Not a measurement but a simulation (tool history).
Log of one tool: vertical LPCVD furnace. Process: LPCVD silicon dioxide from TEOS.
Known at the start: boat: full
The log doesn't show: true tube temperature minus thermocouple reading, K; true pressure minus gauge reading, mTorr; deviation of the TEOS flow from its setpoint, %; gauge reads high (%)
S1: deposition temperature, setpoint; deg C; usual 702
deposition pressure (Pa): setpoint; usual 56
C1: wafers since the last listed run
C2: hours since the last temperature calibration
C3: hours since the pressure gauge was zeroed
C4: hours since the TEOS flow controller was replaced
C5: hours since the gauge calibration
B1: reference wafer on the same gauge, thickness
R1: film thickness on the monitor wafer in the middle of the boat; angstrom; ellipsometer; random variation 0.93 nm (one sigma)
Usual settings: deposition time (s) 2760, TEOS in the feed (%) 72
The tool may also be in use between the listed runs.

Run 1, day 0: usual settings; C1 0; C2 4222.6; C3 1850.1; C4 4530.5; C5 182.7; B1 502.21. Result: R1 4423.2 angstrom.
Run 2, day 0.458: usual settings but S1 709 deg C; C1 173; C2 4233.6; C3 1861.1; C4 4541.5; C5 193.7; B1 502.12. Result: R1 5187.1 angstrom.
Run 3, day 0.85: usual settings but S1 709 deg C; C1 148; C2 4243; C3 1870.5; C4 4550.9; C5 203.1; B1 502. Result: R1 5196.9 angstrom.
Run 4, day 1.212: usual settings but S1 709 deg C; C1 137; C2 4251.7; C3 1879.2; C4 4559.6; C5 211.8; B1 502.01. Result: R1 5202.7 angstrom.
Run 5, day 1.508: usual settings; C1 112; C2 4258.8; C3 1886.3; C4 4566.7; C5 218.9; B1 501.75. Result: R1 4423.7 angstrom.
Run 6, day 1.962: usual settings; C1 172; C2 4269.7; C3 1897.2; C4 4577.6; C5 229.8; B1 502.19. Result: R1 4399 angstrom.
At day 3.188: TEOS flow controller replaced.
At day 3.392: pressure gauge zeroed.
Run 7, day 3.492: usual settings; C1 123; C2 4306.4; C3 2.4; C4 7.3; C5 266.5; B1 502.16. Result: R1 4414.3 angstrom.
Run 8, day 3.875: usual settings but deposition pressure (Pa) 62.7, TEOS in the feed (%) 79; C1 145; C2 4315.6; C3 11.6; C4 16.5; C5 275.7; B1 502.01. Result: R1 4895.3 angstrom.
Run 9, day 4.621: usual settings; C1 282; C2 4333.5; C3 29.5; C4 34.4; C5 293.6; B1 502.01. Result: R1 4427.8 angstrom.
Run 10, day 4.958: usual settings; C1 128; C2 4341.6; C3 37.6; C4 42.5; C5 301.7; B1 502. Result: R1 4425.8 angstrom.
Run 11, day 5.662: usual settings but S1 693 deg C; C1 267; C2 4358.5; C3 54.5; C4 59.4; C5 318.6; B1 501.98. Result: R1 3576.7 angstrom.
Run 12, day 5.938: usual settings but S1 693 deg C; C1 104; C2 4365.1; C3 61.1; C4 66; C5 325.2; B1 501.86. Result: R1 3584.7 angstrom.
At day 6.133: gauge calibrated.
Run 13, day 6.971: usual settings but S1 693 deg C; C1 391; C2 4389.9; C3 85.9; C4 90.8; C5 20.1; B1 501.84. Result: R1 3587.4 angstrom.
Run 14, day 7.296: usual settings but S1 711 deg C, deposition pressure (Pa) 52, TEOS in the feed (%) 83; C1 123; C2 4397.7; C3 93.7; C4 98.6; C5 27.9; B1 502. Result: R1 5600.5 angstrom.
Run 15, day 8.575: usual settings but deposition pressure (Pa) 45.3, TEOS in the feed (%) 66; C1 485; C2 4428.4; C3 124.4; C4 129.3; C5 58.6; B1 501.94. Result: R1 3796.3 angstrom.
At day 9.621: thermocouples replaced and temperature profile calibrated.
Run 16, day 9.642: usual settings but S1 712 deg C, deposition pressure (Pa) 48.7, deposition time (s) 1800, TEOS in the feed (%) 84; C1 25; C2 0.5; C3 150; C4 154.9; C5 84.2; B1 501.78. Result: R1 3652.7 angstrom.
Run 17, day 9.817: usual settings but TEOS in the feed (%) 64; C1 66; C2 4.7; C3 154.2; C4 159.1; C5 88.4; B1 501.82. Result: R1 4165.4 angstrom.
Run 18, day 10.267: usual settings but deposition pressure (Pa) 60.7; C1 170; C2 15.5; C3 165; C4 169.9; C5 99.2; B1 502.18. Result: R1 4601.2 angstrom.
Run 19, day 10.7: usual settings; C1 164; C2 25.9; C3 175.4; C4 180.3; C5 109.6; B1 501.85. Result: R1 4408.9 angstrom.
Run 20, day 11.212: usual settings but deposition pressure (Pa) 66.7, TEOS in the feed (%) 81; C1 194; C2 38.2; C3 187.7; C4 192.6; C5 121.9; B1 502.13. Result: R1 5115.6 angstrom.
Run 21, day 11.85: usual settings but deposition pressure (Pa) 68.7; C1 241; C2 53.5; C3 203; C4 207.9; C5 137.2; B1 502.14. Result: R1 4902.5 angstrom.
Run 22, day 12.3: usual settings but S1 706 deg C; C1 170; C2 64.3; C3 213.8; C4 218.7; C5 148; B1 501.91. Result: R1 4855.8 angstrom.
Run 23, day 12.95: usual settings but S1 705 deg C, deposition pressure (Pa) 42, TEOS in the feed (%) 58; C1 246; C2 79.9; C3 229.4; C4 234.3; C5 163.6; B1 501.94. Result: R1 3680.8 angstrom.
Run 24, day 13.371: usual settings; C1 159; C2 90; C3 239.5; C4 244.4; C5 173.7; B1 502.05. Result: R1 4414.1 angstrom.
Run 25, day 13.867: usual settings; C1 188; C2 101.9; C3 251.4; C4 256.3; C5 185.6; B1 502.18. Result: R1 4417 angstrom.
Run 26, day 14.433: usual settings but S1 696 deg C, deposition pressure (Pa) 66; C1 214; C2 115.5; C3 265; C4 269.9; C5 199.2; B1 501.96. Result: R1 4170.1 angstrom.
Run 27, day 15.038: usual settings but TEOS in the feed (%) 85; C1 229; C2 130; C3 279.5; C4 284.4; C5 213.7; B1 502.04. Result: R1 4799.6 angstrom.
Run 28, day 15.725: usual settings but deposition pressure (Pa) 62, deposition time (s) 2040, TEOS in the feed (%) 76; C1 260; C2 146.5; C3 296; C4 300.9; C5 230.2; B1 502.06. Result: R1 3528.1 angstrom.
Run 29, day 16.338: usual settings but S1 693 deg C, deposition pressure (Pa) 68.7, deposition time (s) 3840; C1 232; C2 161.2; C3 310.7; C4 315.6; C5 244.9; B1 501.88. Result: R1 5498.8 angstrom.
Run 30, day 16.662: usual settings but deposition pressure (Pa) 60; C1 123; C2 169; C3 318.5; C4 323.4; C5 252.7; B1 501.96. Result: R1 4563.2 angstrom.
Run 31, day 16.996: usual settings; C1 126; C2 177; C3 326.5; C4 331.4; C5 260.7; B1 502.13. Result: R1 4421.6 angstrom.

Forecast each of these 4 alternatives for the next run:
Run A, day 17.175: usual settings; C1 67; C2 181.3; C3 330.8; C4 335.7; C5 265; B1 ?. Result: R1 ?.
Run B, day 17.175: usual settings but S1 698 deg C, deposition pressure (Pa) 62, deposition time (s) 2400, TEOS in the feed (%) 62; C1 67; C2 181.3; C3 330.8; C4 335.7; C5 265; B1 ?. Result: R1 ?.
Run C, day 17.175: usual settings but S1 711 deg C, TEOS in the feed (%) 67; C1 67; C2 181.3; C3 330.8; C4 335.7; C5 265; B1 ?. Result: R1 ?.
Run D, day 17.175: usual settings but deposition time (s) 2130; C1 67; C2 181.3; C3 330.8; C4 335.7; C5 265; B1 ?. Result: R1 ?.

run      B1      R1
  A  501.97  4411.6
  B  501.97  3412.9
  C  501.97  5231.9
  D  501.97  3404.6
Without the tool's hidden state the same runs would have given:
run      R1
  A  4411.6
  B  3412.9
  C  5231.9
  D  3404.6

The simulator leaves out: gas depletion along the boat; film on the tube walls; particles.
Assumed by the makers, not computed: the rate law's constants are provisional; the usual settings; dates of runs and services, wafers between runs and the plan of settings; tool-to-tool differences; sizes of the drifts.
